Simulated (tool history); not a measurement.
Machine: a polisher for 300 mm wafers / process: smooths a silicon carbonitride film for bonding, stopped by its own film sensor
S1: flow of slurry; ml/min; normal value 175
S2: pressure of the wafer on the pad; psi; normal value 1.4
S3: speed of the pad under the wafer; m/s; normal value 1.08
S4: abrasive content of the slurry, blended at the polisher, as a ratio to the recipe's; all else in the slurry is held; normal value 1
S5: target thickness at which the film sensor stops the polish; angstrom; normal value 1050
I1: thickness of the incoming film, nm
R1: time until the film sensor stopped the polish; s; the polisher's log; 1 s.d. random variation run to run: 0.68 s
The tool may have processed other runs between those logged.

{"run": 1, "hour": 0.0, "S1": 175, "S2": 1.4, "S3": 1.08, "S4": 1, "S5": 1050, "I1": 118.6, "R1": 65.4}
{"run": 2, "hour": 16.2, "S1": 175, "S2": 1.4, "S3": 1.08, "S4": 1, "S5": 1050, "I1": 121.7, "R1": 82}
{"run": 3, "hour": 30.4, "S1": 175, "S2": 1.4, "S3": 1, "S4": 1, "S5": 1050, "I1": 119.9, "R1": 76.4}
{"run": 4, "hour": 39.6, "S1": 175, "S2": 1.4, "S3": 1, "S4": 1, "S5": 1050, "I1": 121, "R1": 82.7}
{"run": 5, "hour": 49.5, "S1": 175, "S2": 1.4, "S3": 1, "S4": 1, "S5": 1050, "I1": 119.8, "R1": 76.6}
{"run": 6, "hour": 58.6, "S1": 175, "S2": 1.4, "S3": 1.08, "S4": 1, "S5": 1050, "I1": 118.1, "R1": 66.5}
{"run": 7, "hour": 66.9, "S1": 175, "S2": 1.4, "S3": 1.08, "S4": 1, "S5": 1050, "I1": 121.3, "R1": 83.7}
{"run": 8, "hour": 75.9, "S1": 190, "S2": 1.4, "S3": 1.08, "S4": 1, "S5": 1030, "I1": 121.6, "R1": 92.2}
{"run": 9, "hour": 85.0, "S1": 175, "S2": 1.4, "S3": 1.08, "S4": 1, "S5": 1050, "I1": 118.7, "R1": 61}
{"run": 10, "hour": 96.4, "S1": 175, "S2": 1.4, "S3": 1.08, "S4": 1, "S5": 1030, "I1": 119.4, "R1": 75}
{"run": 11, "hour": 113.6, "S1": 175, "S2": 1.4, "S3": 1.08, "S4": 1, "S5": 1050, "I1": 119, "R1": 65.8}
{"run": 12, "hour": 124.9, "S1": 125, "S2": 1.2, "S3": 1.08, "S4": 0.8, "S5": 1050, "I1": 121.1, "R1": 101.8}
{"run": 13, "hour": 131.8, "S1": 125, "S2": 1.4, "S3": 1.24, "S4": 1.15, "S5": 1090, "I1": 120.1, "R1": 46.3}
{"run": 14, "hour": 149.7, "S1": 175, "S2": 0.9, "S3": 1.08, "S4": 1, "S5": 1000, "I1": 120.2, "R1": 133.6}
{"run": 15, "hour": 164.9, "S1": 175, "S2": 1.7, "S3": 1.22, "S4": 1, "S5": 1050, "I1": 120.4, "R1": 57.2}

Removed from this log: 5 entries logged between the listed runs. Between which two listed runs does each belong, and how does the tool's hidden state at the listed run before it compare with that at the listed run after it?
From run 1 to run 2: slurry blender recalibrated (hour 9.6)
  removal rate lost through wear of the pad, %: 5.6 -> 6.86
  measured result minus the result with no hidden state, R1: +3.7 -> +5.6 s
From run 8 to run 9: worn pad replaced by a new one, of another model than before (hour 84.5)
  removal rate lost through wear of the pad, %: 11.5 -> 0.249
  measured result minus the result with no hidden state, R1: +10.6 -> +0.1 s
From run 10 to run 11: slurry nozzle cleaned (hour 111.4)
  removal rate lost through wear of the pad, %: 1.14 -> 2.47
  measured result minus the result with no hidden state, R1: +0.9 -> +1.6 s
From run 11 to run 12: slurry blender recalibrated (hour 116.5); head pressure recalibrated (hour 116.8)
  removal rate lost through wear of the pad, %: 2.47 -> 3.35
  measured result minus the result with no hidden state, R1: +1.6 -> +3.4 s
